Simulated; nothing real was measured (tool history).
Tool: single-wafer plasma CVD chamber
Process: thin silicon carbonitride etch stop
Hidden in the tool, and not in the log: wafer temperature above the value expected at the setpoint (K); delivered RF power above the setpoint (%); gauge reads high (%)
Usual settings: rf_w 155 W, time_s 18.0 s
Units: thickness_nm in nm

run,hour,rf_w,time_s,wafers since the last listed run,hours since the last thermocouple change,hours since the last RF generator calibration,hours since the showerhead was replaced,hours since the gauge calibration,"read-back reference wafer on the same gauge, thickness_nm",thickness_nm
1,0.0,155,18.0,0,1071.6,852.4,4503.7,702.5,8.369,9.407
# hour 5.1: RF generator calibrated
2,52.8,155,18.0,1376,1124.4,47.7,4556.5,755.3,8.392,9.255
3,124.5,155,18.0,2070,1196.1,119.4,4628.2,827.0,8.401,9.385
4,169.6,155,18.0,1302,1241.2,164.5,4673.3,872.1,8.409,9.431
5,218.8,155,18.0,1420,1290.4,213.7,4722.5,921.3,8.425,9.386
6,318.4,155,20.6,2875,1390.0,313.3,4822.1,1020.9,8.439,10.847
7,355.3,155,20.6,1065,1426.9,350.2,4859.0,1057.8,8.458,10.780
8,413.8,155,20.6,1689,1485.4,408.7,4917.5,1116.3,8.483,10.793
9,457.9,155,19.9,1273,1529.5,452.8,4961.6,1160.4,8.481,10.398
10,503.3,155,19.9,1310,1574.9,498.2,5007.0,1205.8,8.510,10.464
11,600.6,155,18.0,2809,1672.2,595.5,5104.3,1303.1,8.533,9.536
12,661.6,155,18.0,1761,1733.2,656.5,5165.3,1364.1,8.555,9.575
13,701.1,155,18.0,1140,1772.7,696.0,5204.8,1403.6,8.579,9.517
14,777.5,125,17.0,2205,1849.1,772.4,5281.2,1480.0,8.614,8.606
15,825.8,135,21.4,1394,1897.4,820.7,5329.5,1528.3,8.627,11.053
# hour 893.8: gauge calibrated
16,908.4,125,17.0,2384,1980.0,903.3,5412.1,14.6,8.289,8.196
# hour 1055.3: RF generator calibrated
17,1083.7,165,20.2,4830,2155.3,28.4,5587.4,189.9,8.304,10.623
18,1125.4,165,20.2,1204,2197.0,70.1,5629.1,231.6,8.302,10.655
# hour 1142.7: thermocouple changed; heater temperature recalibrated
# hour 1224.1: showerhead replaced
19,1224.6,155,17.0,2402,81.9,169.3,0.5,330.8,8.324,8.711
20,1254.2,155,18.0,854,111.5,198.9,30.1,360.4,8.322,9.326
21,1304.8,165,19.3,1460,162.1,249.5,80.7,411.0,8.328,10.244
22,1343.6,180,18.0,1120,200.9,288.3,119.5,449.8,8.325,9.660
23,1426.8,135,18.0,2402,284.1,371.5,202.7,533.0,8.352,8.943
24,1497.4,155,18.0,2038,354.7,442.1,273.3,603.6,8.358,9.352
25,1562.7,170,18.9,1885,420.0,507.4,338.6,668.9,8.364,10.071
26,1622.9,155,16.6,1738,480.2,567.6,398.8,729.1,8.381,8.627
27,1718.6,185,18.0,2763,575.9,663.3,494.5,824.8,8.394,9.777

Some steps in thickness_nm between neighbouring runs. How much of each would the tool show without its hidden state too (settings, what came in, random variation), and how much is left for the hidden state, with any gauge scatter that isn't in both results?
Run 14 -> 15: rf_w 125 -> 135, time_s 17.0 -> 21.4. thickness_nm +2.447 nm: hidden state +0.110, all else +2.337.
Run 15 -> 16: rf_w 135 -> 125, time_s 21.4 -> 17.0, gauge calibrated. thickness_nm -2.857 nm: hidden state -0.415, all else -2.442.

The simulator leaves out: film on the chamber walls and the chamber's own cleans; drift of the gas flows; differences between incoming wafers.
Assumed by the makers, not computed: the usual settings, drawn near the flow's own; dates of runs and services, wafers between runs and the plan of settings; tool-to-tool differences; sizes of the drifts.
